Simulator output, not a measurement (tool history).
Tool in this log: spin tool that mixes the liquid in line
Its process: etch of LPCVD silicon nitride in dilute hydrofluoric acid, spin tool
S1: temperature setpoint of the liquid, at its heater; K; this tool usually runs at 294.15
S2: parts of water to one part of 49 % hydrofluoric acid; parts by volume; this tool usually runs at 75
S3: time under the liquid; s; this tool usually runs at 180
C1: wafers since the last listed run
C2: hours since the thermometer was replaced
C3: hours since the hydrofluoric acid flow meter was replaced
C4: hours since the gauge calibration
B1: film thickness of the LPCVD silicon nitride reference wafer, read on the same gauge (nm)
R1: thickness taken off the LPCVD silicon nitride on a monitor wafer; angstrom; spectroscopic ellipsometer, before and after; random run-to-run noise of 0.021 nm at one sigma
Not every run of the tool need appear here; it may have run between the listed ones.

{"run": 1, "hour": 0.0, "S1": 294.15, "S2": 75, "S3": 180, "C1": 0, "C2": 875.5, "C3": 42.3, "C4": 274.7, "B1": 39.989, "R1": 8.58}
{"run": 2, "hour": 10.5, "S1": 294.15, "S2": 75, "S3": 180, "C1": 47, "C2": 886, "C3": 52.8, "C4": 285.2, "B1": 40.008, "R1": 8.96}
{"run": 3, "hour": 22.8, "S1": 294.15, "S2": 75, "S3": 205, "C1": 56, "C2": 898.3, "C3": 65.1, "C4": 297.5, "B1": 39.998, "R1": 9.72}
{"run": 4, "hour": 30.9, "S1": 294.15, "S2": 75, "S3": 205, "C1": 36, "C2": 906.4, "C3": 73.2, "C4": 305.6, "B1": 39.996, "R1": 9.73}
{"run": 5, "hour": 42.0, "S1": 294.15, "S2": 75, "S3": 180, "C1": 50, "C2": 917.5, "C3": 84.3, "C4": 316.7, "B1": 40.002, "R1": 8.52}
{"run": 6, "hour": 49.4, "S1": 294.15, "S2": 75, "S3": 180, "C1": 33, "C2": 924.9, "C3": 91.7, "C4": 324.1, "B1": 39.99, "R1": 8.66}
{"hour": 53.9, "done": "gauge calibrated"}
{"run": 7, "hour": 67.1, "S1": 294.15, "S2": 75, "S3": 180, "C1": 80, "C2": 942.6, "C3": 109.4, "C4": 13.2, "B1": 40.005, "R1": 8.88}
{"run": 8, "hour": 73.4, "S1": 294.15, "S2": 75, "S3": 180, "C1": 28, "C2": 948.9, "C3": 115.7, "C4": 19.5, "B1": 40.005, "R1": 8.65}
{"run": 9, "hour": 80.5, "S1": 290.15, "S2": 75, "S3": 180, "C1": 32, "C2": 956, "C3": 122.8, "C4": 26.6, "B1": 40.042, "R1": 6.43}
{"run": 10, "hour": 96.0, "S1": 294.15, "S2": 75, "S3": 180, "C1": 70, "C2": 971.5, "C3": 138.3, "C4": 42.1, "B1": 40.008, "R1": 8.62}
{"run": 11, "hour": 108.6, "S1": 298.15, "S2": 75, "S3": 180, "C1": 57, "C2": 984.1, "C3": 150.9, "C4": 54.7, "B1": 39.988, "R1": 11.39}
{"run": 12, "hour": 118.6, "S1": 294.15, "S2": 75, "S3": 180, "C1": 45, "C2": 994.1, "C3": 160.9, "C4": 64.7, "B1": 39.987, "R1": 8.67}
{"run": 13, "hour": 135.6, "S1": 294.15, "S2": 75, "S3": 180, "C1": 77, "C2": 1011.1, "C3": 177.9, "C4": 81.7, "B1": 39.981, "R1": 8.7}
{"run": 14, "hour": 149.0, "S1": 294.15, "S2": 60, "S3": 180, "C1": 61, "C2": 1024.5, "C3": 191.3, "C4": 95.1, "B1": 40.022, "R1": 10.7}
{"run": 15, "hour": 171.4, "S1": 290.15, "S2": 75, "S3": 270, "C1": 102, "C2": 1046.9, "C3": 213.7, "C4": 117.5, "B1": 40, "R1": 9.48}
{"hour": 178.7, "done": "thermometer replaced"}
{"run": 16, "hour": 187.7, "S1": 298.15, "S2": 50, "S3": 265, "C1": 69, "C2": 9, "C3": 230, "C4": 133.8, "B1": 39.994, "R1": 29.92}
{"run": 17, "hour": 202.7, "S1": 298.65, "S2": 100, "S3": 270, "C1": 68, "C2": 24, "C3": 245, "C4": 148.8, "B1": 40.024, "R1": 15.16}
{"run": 18, "hour": 217.8, "S1": 290.15, "S2": 115, "S3": 130, "C1": 68, "C2": 39.1, "C3": 260.1, "C4": 163.9, "B1": 40.032, "R1": 3.65}
{"run": 19, "hour": 228.1, "S1": 294.15, "S2": 75, "S3": 180, "C1": 46, "C2": 49.4, "C3": 270.4, "C4": 174.2, "B1": 40.024, "R1": 10.02}
{"run": 20, "hour": 275.4, "S1": 296.15, "S2": 45, "S3": 135, "C1": 215, "C2": 96.7, "C3": 317.7, "C4": 221.5, "B1": 40.008, "R1": 14.13}
{"run": 21, "hour": 281.6, "S1": 294.15, "S2": 75, "S3": 180, "C1": 28, "C2": 102.9, "C3": 323.9, "C4": 227.7, "B1": 39.981, "R1": 9.79}
{"run": 22, "hour": 289.0, "S1": 292.65, "S2": 105, "S3": 180, "C1": 33, "C2": 110.3, "C3": 331.3, "C4": 235.1, "B1": 40.007, "R1": 6.52}
{"run": 23, "hour": 299.4, "S1": 291.65, "S2": 75, "S3": 180, "C1": 47, "C2": 120.7, "C3": 341.7, "C4": 245.5, "B1": 39.997, "R1": 8.32}
{"run": 24, "hour": 315.6, "S1": 290.15, "S2": 110, "S3": 180, "C1": 73, "C2": 136.9, "C3": 357.9, "C4": 261.7, "B1": 40.011, "R1": 5.26}
{"run": 25, "hour": 324.0, "S1": 294.15, "S2": 65, "S3": 140, "C1": 38, "C2": 145.3, "C3": 366.3, "C4": 270.1, "B1": 40.002, "R1": 8.72}
{"run": 26, "hour": 333.5, "S1": 294.15, "S2": 75, "S3": 135, "C1": 43, "C2": 154.8, "C3": 375.8, "C4": 279.6, "B1": 39.966, "R1": 7.31}
{"run": 27, "hour": 345.6, "S1": 294.15, "S2": 75, "S3": 180, "C1": 55, "C2": 166.9, "C3": 387.9, "C4": 291.7, "B1": 40.008, "R1": 10.26}
{"run": 28, "hour": 356.7, "S1": 295.65, "S2": 55, "S3": 150, "C1": 50, "C2": 178, "C3": 399, "C4": 302.8, "B1": 40.03, "R1": 12.48}
{"run": 29, "hour": 372.9, "S1": 292.15, "S2": 45, "S3": 270, "C1": 73, "C2": 194.2, "C3": 415.2, "C4": 319, "B1": 40.018, "R1": 20.79}
{"run": 30, "hour": 381.2, "S1": 294.15, "S2": 75, "S3": 180, "C1": 37, "C2": 202.5, "C3": 423.5, "C4": 327.3, "B1": 40.027, "R1": 10.01}
{"run": 31, "hour": 387.2, "S1": 291.65, "S2": 90, "S3": 180, "C1": 27, "C2": 208.5, "C3": 429.5, "C4": 333.3, "B1": 40.035, "R1": 7.02}
{"run": 32, "hour": 395.5, "S1": 296.15, "S2": 75, "S3": 100, "C1": 37, "C2": 216.8, "C3": 437.8, "C4": 341.6, "B1": 40.01, "R1": 5.96}
{"run": 33, "hour": 409.7, "S1": 296.65, "S2": 75, "S3": 180, "C1": 64, "C2": 231, "C3": 452, "C4": 355.8, "B1": 39.991, "R1": 11.6}

Predict each of these 4 candidate next runs independently; none follows another, all start after run 33:
{"run": "A", "hour": 410.2, "S1": 294.15, "S2": 50, "S3": 180, "C1": 2, "C2": 231.5, "C3": 452.5, "C4": 356.3, "B1": "?", "R1": "?"}
{"run": "B", "hour": 410.2, "S1": 298.15, "S2": 95, "S3": 260, "C1": 2, "C2": 231.5, "C3": 452.5, "C4": 356.3, "B1": "?", "R1": "?"}
{"run": "C", "hour": 410.2, "S1": 292.65, "S2": 45, "S3": 225, "C1": 2, "C2": 231.5, "C3": 452.5, "C4": 356.3, "B1": "?", "R1": "?"}
{"run": "D", "hour": 410.2, "S1": 298.15, "S2": 40, "S3": 250, "C1": 2, "C2": 231.5, "C3": 452.5, "C4": 356.3, "B1": "?", "R1": "?"}

run=A B1=39.982 R1=14.44
run=B B1=39.982 R1=14.58
run=C B1=39.982 R1=18
run=D B1=39.982 R1=32.78
With the hidden condition removed and each run's random variation left untouched, the same runs would have given:
run=A R1=15.26
run=B R1=15.37
run=C R1=19.04
run=D R1=34.59
